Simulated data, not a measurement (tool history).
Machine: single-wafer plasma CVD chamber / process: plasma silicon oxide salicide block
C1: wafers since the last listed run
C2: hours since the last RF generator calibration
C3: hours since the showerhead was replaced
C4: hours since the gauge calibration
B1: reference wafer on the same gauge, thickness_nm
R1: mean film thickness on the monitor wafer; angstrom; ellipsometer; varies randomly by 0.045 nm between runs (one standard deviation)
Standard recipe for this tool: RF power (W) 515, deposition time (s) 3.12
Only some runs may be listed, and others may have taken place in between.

{"run": 1, "hour": 0.0, "RF power (W)": 595, "deposition time (s)": 3.12, "C1": 0, "C2": 1887.1, "C3": 6447.8, "C4": 157.2, "B1": 30.218, "R1": 309.11}
{"run": 2, "hour": 17.3, "RF power (W)": 515, "deposition time (s)": 3.34, "C1": 496, "C2": 1904.4, "C3": 6465.1, "C4": 174.5, "B1": 30.197, "R1": 317.96}
{"run": 3, "hour": 29.5, "RF power (W)": 515, "deposition time (s)": 3.32, "C1": 350, "C2": 1916.6, "C3": 6477.3, "C4": 186.7, "B1": 30.199, "R1": 317.39}
{"run": 4, "hour": 45.1, "RF power (W)": 515, "deposition time (s)": 3.32, "C1": 448, "C2": 1932.2, "C3": 6492.9, "C4": 202.3, "B1": 30.193, "R1": 317.09}
{"run": 5, "hour": 58.3, "RF power (W)": 515, "deposition time (s)": 3.12, "C1": 379, "C2": 1945.4, "C3": 6506.1, "C4": 215.5, "B1": 30.202, "R1": 297.73}
{"run": 6, "hour": 110.0, "RF power (W)": 515, "deposition time (s)": 3.12, "C1": 1484, "C2": 1997.1, "C3": 6557.8, "C4": 267.2, "B1": 30.196, "R1": 297.09}
{"hour": 113.7, "done": "gauge calibrated"}
{"run": 7, "hour": 116.9, "RF power (W)": 515, "deposition time (s)": 3.12, "C1": 198, "C2": 2004.0, "C3": 6564.7, "C4": 3.2, "B1": 30.204, "R1": 297.14}
{"run": 8, "hour": 124.0, "RF power (W)": 515, "deposition time (s)": 3.12, "C1": 203, "C2": 2011.1, "C3": 6571.8, "C4": 10.3, "B1": 30.207, "R1": 297.22}
{"run": 9, "hour": 138.7, "RF power (W)": 515, "deposition time (s)": 3.44, "C1": 422, "C2": 2025.8, "C3": 6586.5, "C4": 25.0, "B1": 30.198, "R1": 327.79}
{"hour": 156.8, "done": "RF generator calibrated"}
{"run": 10, "hour": 157.3, "RF power (W)": 515, "deposition time (s)": 3.44, "C1": 304, "C2": 0.5, "C3": 6605.1, "C4": 43.6, "B1": 30.199, "R1": 328.1}
{"run": 11, "hour": 171.7, "RF power (W)": 515, "deposition time (s)": 3.44, "C1": 413, "C2": 14.9, "C3": 6619.5, "C4": 58.0, "B1": 30.205, "R1": 328.44}
{"run": 12, "hour": 180.7, "RF power (W)": 450, "deposition time (s)": 3.12, "C1": 258, "C2": 23.9, "C3": 6628.5, "C4": 67.0, "B1": 30.198, "R1": 286.91}
{"run": 13, "hour": 198.6, "RF power (W)": 440, "deposition time (s)": 2.73, "C1": 514, "C2": 41.8, "C3": 6646.4, "C4": 84.9, "B1": 30.21, "R1": 248.78}
{"run": 14, "hour": 208.3, "RF power (W)": 515, "deposition time (s)": 3.12, "C1": 278, "C2": 51.5, "C3": 6656.1, "C4": 94.6, "B1": 30.199, "R1": 297.62}
{"run": 15, "hour": 217.3, "RF power (W)": 515, "deposition time (s)": 3.32, "C1": 258, "C2": 60.5, "C3": 6665.1, "C4": 103.6, "B1": 30.188, "R1": 317.14}
{"run": 16, "hour": 228.4, "RF power (W)": 600, "deposition time (s)": 3.12, "C1": 318, "C2": 71.6, "C3": 6676.2, "C4": 114.7, "B1": 30.186, "R1": 310.95}
{"hour": 240.7, "done": "showerhead replaced"}
{"run": 17, "hour": 244.2, "RF power (W)": 550, "deposition time (s)": 3.5, "C1": 224, "C2": 87.4, "C3": 3.5, "C4": 130.5, "B1": 30.194, "R1": 339.84}
{"run": 18, "hour": 256.1, "RF power (W)": 415, "deposition time (s)": 3.71, "C1": 341, "C2": 99.3, "C3": 15.4, "C4": 142.4, "B1": 30.203, "R1": 333.12}

What does the tool deliver on the next run?
{"run": 19, "hour": 265.9, "RF power (W)": 580, "deposition time (s)": 3.74, "C1": 281, "C2": 109.1, "C3": 25.2, "C4": 152.2, "B1": "?", "R1": "?"}

{"run 19": {"B1": 30.202, "R1": 369.29}}
Were there no unlogged condition in the tool, this run, its random variation unchanged, would have produced R1 369.29 angstrom.
